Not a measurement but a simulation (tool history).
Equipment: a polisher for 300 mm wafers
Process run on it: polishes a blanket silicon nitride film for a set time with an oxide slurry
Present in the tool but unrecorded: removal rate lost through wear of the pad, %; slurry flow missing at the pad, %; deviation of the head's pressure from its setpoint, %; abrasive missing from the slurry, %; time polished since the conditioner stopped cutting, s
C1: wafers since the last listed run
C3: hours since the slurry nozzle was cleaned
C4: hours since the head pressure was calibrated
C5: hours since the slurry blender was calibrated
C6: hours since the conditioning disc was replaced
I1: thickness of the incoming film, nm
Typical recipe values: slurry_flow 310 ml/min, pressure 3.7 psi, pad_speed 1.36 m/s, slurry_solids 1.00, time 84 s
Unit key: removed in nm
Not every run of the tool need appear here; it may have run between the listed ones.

{"run": 1, "day": 0.0, "slurry_flow": 310, "pressure": 4.6, "pad_speed": 1.56, "slurry_solids": 1.0, "time": 84, "C1": 0, "wafers polished on this pad": 108, "C3": 396.0, "C4": 273.4, "C5": 302.3, "C6": 103.7, "I1": 494.4, "removed": 104.6}
{"run": 2, "day": 0.975, "slurry_flow": 310, "pressure": 4.5, "pad_speed": 1.36, "slurry_solids": 1.0, "time": 95, "C1": 134, "wafers polished on this pad": 243, "C3": 419.4, "C4": 296.8, "C5": 325.7, "C6": 127.1, "I1": 491.8, "removed": 103.9}
{"day": 2.125, "done": "conditioning disc replaced and pad reconditioned"}
{"run": 3, "day": 2.146, "slurry_flow": 310, "pressure": 3.7, "pad_speed": 1.36, "slurry_solids": 1.0, "time": 84, "C1": 150, "wafers polished on this pad": 394, "C3": 447.5, "C4": 324.9, "C5": 353.8, "C6": 0.5, "I1": 509.2, "removed": 76.7}
{"run": 4, "day": 2.988, "slurry_flow": 310, "pressure": 3.7, "pad_speed": 1.36, "slurry_solids": 1.0, "time": 84, "C1": 116, "wafers polished on this pad": 510, "C3": 467.7, "C4": 345.1, "C5": 374.0, "C6": 20.7, "I1": 499.4, "removed": 75.5}
{"run": 5, "day": 3.821, "slurry_flow": 310, "pressure": 3.7, "pad_speed": 1.36, "slurry_solids": 1.0, "time": 84, "C1": 115, "wafers polished on this pad": 625, "C3": 487.7, "C4": 365.1, "C5": 394.0, "C6": 40.7, "I1": 501.8, "removed": 74.9}
{"day": 4.017, "done": "worn pad replaced by a new one"}
{"run": 6, "day": 4.412, "slurry_flow": 395, "pressure": 3.7, "pad_speed": 1.36, "slurry_solids": 1.0, "time": 63, "C1": 58, "wafers polished on this pad": 54, "C3": 501.9, "C4": 379.3, "C5": 408.2, "C6": 54.9, "I1": 498.0, "removed": 58.5}
{"run": 7, "day": 5.112, "slurry_flow": 395, "pressure": 3.7, "pad_speed": 1.36, "slurry_solids": 1.0, "time": 63, "C1": 96, "wafers polished on this pad": 151, "C3": 518.7, "C4": 396.1, "C5": 425.0, "C6": 71.7, "I1": 497.5, "removed": 57.5}
{"day": 6.504, "done": "slurry blender recalibrated"}
{"run": 8, "day": 7.296, "slurry_flow": 395, "pressure": 3.7, "pad_speed": 1.36, "slurry_solids": 1.0, "time": 63, "C1": 290, "wafers polished on this pad": 442, "C3": 571.1, "C4": 448.5, "C5": 19.0, "C6": 124.1, "I1": 497.7, "removed": 57.5}
{"day": 7.625, "done": "conditioning disc replaced and pad reconditioned"}
{"day": 8.479, "done": "worn pad replaced by a new one"}
{"run": 9, "day": 8.5, "slurry_flow": 310, "pressure": 3.7, "pad_speed": 1.08, "slurry_solids": 1.2, "time": 84, "C1": 132, "wafers polished on this pad": 2, "C3": 600.0, "C4": 477.4, "C5": 47.9, "C6": 21.0, "I1": 498.5, "removed": 70.9}
{"run": 10, "day": 9.188, "slurry_flow": 310, "pressure": 3.7, "pad_speed": 1.36, "slurry_solids": 1.0, "time": 84, "C1": 95, "wafers polished on this pad": 97, "C3": 616.5, "C4": 493.9, "C5": 64.4, "C6": 37.5, "I1": 489.4, "removed": 75.5}
{"run": 11, "day": 9.842, "slurry_flow": 310, "pressure": 3.7, "pad_speed": 1.36, "slurry_solids": 0.85, "time": 84, "C1": 90, "wafers polished on this pad": 188, "C3": 632.2, "C4": 509.6, "C5": 80.1, "C6": 53.2, "I1": 499.0, "removed": 65.3}
{"run": 12, "day": 10.425, "slurry_flow": 410, "pressure": 3.7, "pad_speed": 1.36, "slurry_solids": 1.0, "time": 58, "C1": 80, "wafers polished on this pad": 269, "C3": 646.2, "C4": 523.6, "C5": 94.1, "C6": 67.2, "I1": 493.8, "removed": 53.4}
{"run": 13, "day": 11.158, "slurry_flow": 310, "pressure": 3.7, "pad_speed": 1.36, "slurry_solids": 1.25, "time": 84, "C1": 101, "wafers polished on this pad": 370, "C3": 663.8, "C4": 541.2, "C5": 111.7, "C6": 84.8, "I1": 497.5, "removed": 84.4}
{"day": 11.471, "done": "slurry nozzle cleaned"}
{"run": 14, "day": 11.883, "slurry_flow": 310, "pressure": 3.4, "pad_speed": 1.36, "slurry_solids": 1.0, "time": 56, "C1": 94, "wafers polished on this pad": 465, "C3": 9.9, "C4": 558.6, "C5": 129.1, "C6": 102.2, "I1": 492.5, "removed": 46.3}
{"day": 12.138, "done": "head pressure recalibrated"}
{"day": 12.654, "done": "worn pad replaced by a new one"}
{"run": 15, "day": 12.675, "slurry_flow": 310, "pressure": 3.7, "pad_speed": 1.36, "slurry_solids": 1.0, "time": 84, "C1": 74, "wafers polished on this pad": 2, "C3": 28.9, "C4": 12.9, "C5": 148.1, "C6": 121.2, "I1": 491.8, "removed": 73.9}
{"run": 16, "day": 13.917, "slurry_flow": 250, "pressure": 4.2, "pad_speed": 1.36, "slurry_solids": 1.0, "time": 84, "C1": 171, "wafers polished on this pad": 174, "C3": 58.7, "C4": 42.7, "C5": 177.9, "C6": 151.0, "I1": 505.1, "removed": 84.6}
{"day": 14.029, "done": "conditioning disc replaced and pad reconditioned"}
{"run": 17, "day": 15.229, "slurry_flow": 310, "pressure": 4.2, "pad_speed": 1.36, "slurry_solids": 1.0, "time": 84, "C1": 170, "wafers polished on this pad": 344, "C3": 90.2, "C4": 74.2, "C5": 209.4, "C6": 28.8, "I1": 506.1, "removed": 84.9}

Consider 3 possible next runs. They are alternatives, not a sequence: every one starts from the tool as it was left by run 17. What does each give?
{"run": "A", "day": 15.246, "slurry_flow": 310, "pressure": 3.7, "pad_speed": 1.36, "slurry_solids": 1.0, "time": 84, "C1": 2, "wafers polished on this pad": 347, "C3": 90.6, "C4": 74.6, "C5": 209.8, "C6": 29.2, "I1": 502.1, "removed": "?"}
{"run": "B", "day": 15.246, "slurry_flow": 360, "pressure": 3.7, "pad_speed": 1.36, "slurry_solids": 1.0, "time": 84, "C1": 2, "wafers polished on this pad": 347, "C3": 90.6, "C4": 74.6, "C5": 209.8, "C6": 29.2, "I1": 502.1, "removed": "?"}
{"run": "C", "day": 15.246, "slurry_flow": 375, "pressure": 3.7, "pad_speed": 1.16, "slurry_solids": 1.25, "time": 101, "C1": 2, "wafers polished on this pad": 347, "C3": 90.6, "C4": 74.6, "C5": 209.8, "C6": 29.2, "I1": 502.1, "removed": "?"}

run=A removed=74.9
run=B removed=75.9
run=C removed=92.2
The same runs, with their run-to-run variation unchanged, on a tool lacking any hidden condition would have given:
run=A removed=74.9
run=B removed=75.9
run=C removed=92.2
